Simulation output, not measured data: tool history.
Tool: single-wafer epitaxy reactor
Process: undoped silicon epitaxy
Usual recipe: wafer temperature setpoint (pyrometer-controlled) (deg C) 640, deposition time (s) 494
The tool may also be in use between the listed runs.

| run | hour | wafer temperature setpoint (pyrometer-controlled) (deg C) | deposition time (s) | read-back reference wafer on the same gauge, thickness_nm | mean film thickness on the monitor wafer (nm) |
|---|---|---|---|---|---|
| 1 | 0 | 632 | 459 | 67.603 | 45.204 |
| 2 | 45.4 | 632 | 459 | 67.61 | 45.045 |
| 3 | 71.6 | 632 | 459 | 67.67 | 44.823 |
| 4 | 107.2 | 640 | 494 | 67.559 | 58.878 |
| 5 | 142 | 643 | 494 | 67.582 | 63.768 |
| 6 | 188 | 643 | 494 | 67.568 | 63.18 |
| 7 | 259.2 | 643 | 494 | 67.578 | 63.135 |
| 8 | 313.2 | 640 | 434 | 67.631 | 51.555 |
| 9 | 368.7 | 640 | 434 | 67.692 | 51.629 |
| 10 | 415.1 | 629 | 494 | 67.63 | 44.707 |
| 11 | 468.7 | 629 | 494 | 67.603 | 44.797 |
|  | 478.6 | gauge calibrated |
| 12 | 528.7 | 640 | 459 | 67.594 | 54.072 |
| 13 | 564.6 | 640 | 459 | 67.628 | 54.644 |
| 14 | 617.8 | 640 | 494 | 67.527 | 58.294 |
| 15 | 673.9 | 640 | 494 | 67.566 | 58.786 |
| 16 | 741.6 | 640 | 494 | 67.511 | 58.664 |
| 17 | 782.4 | 655 | 540 | 67.585 | 91.034 |
| 18 | 839.8 | 635 | 397 | 67.586 | 41.498 |
|  | 872.5 | pyrometer calibrated |
| 19 | 873 | 630 | 450 | 67.583 | 43.709 |
| 20 | 910.3 | 648 | 447 | 67.57 | 66.837 |
| 21 | 965.6 | 633 | 559 | 67.638 | 58.262 |
| 22 | 1027.3 | 635 | 448 | 67.566 | 48.718 |
| 23 | 1055.7 | 625 | 582 | 67.534 | 49.293 |
| 24 | 1115.9 | 640 | 494 | 67.582 | 60.359 |
| 25 | 1155.4 | 645 | 411 | 67.639 | 55.821 |
| 26 | 1210.1 | 640 | 494 | 67.563 | 59.773 |
| 27 | 1257.6 | 640 | 444 | 67.644 | 54.09 |
| 28 | 1291.9 | 640 | 589 | 67.582 | 71.058 |
| 29 | 1349 | 640 | 434 | 67.607 | 52.314 |
| 30 | 1402.6 | 640 | 494 | 67.587 | 59.539 |
| 31 | 1473.9 | 627 | 444 | 67.669 | 38.496 |
| 32 | 1536.1 | 640 | 443 | 67.674 | 53.361 |

What was the tool's hidden state at every run in the log?
gauge reads high (%): 0 across all the runs
H1: wafer temperature above the value expected at the setpoint (K)
| run | H1 |
|---|---|
| 1 | -1.59 |
| 2 | -1.63 |
| 3 | -1.65 |
| 4 | -1.67 |
| 5 | -1.7 |
| 6 | -1.73 |
| 7 | -1.76 |
| 8 | -1.79 |
| 9 | -1.81 |
| 10 | -1.83 |
| 11 | -1.85 |
| 12 | -1.87 |
| 13 | -1.88 |
| 14 | -1.9 |
| 15 | -1.91 |
| 16 | -1.92 |
| 17 | -1.93 |
| 18 | -1.94 |
| 19 | -0.00487 |
| 20 | -0.142 |
| 21 | -0.327 |
| 22 | -0.512 |
| 23 | -0.59 |
| 24 | -0.742 |
| 25 | -0.832 |
| 26 | -0.947 |
| 27 | -1.04 |
| 28 | -1.1 |
| 29 | -1.19 |
| 30 | -1.27 |
| 31 | -1.36 |
| 32 | -1.43 |

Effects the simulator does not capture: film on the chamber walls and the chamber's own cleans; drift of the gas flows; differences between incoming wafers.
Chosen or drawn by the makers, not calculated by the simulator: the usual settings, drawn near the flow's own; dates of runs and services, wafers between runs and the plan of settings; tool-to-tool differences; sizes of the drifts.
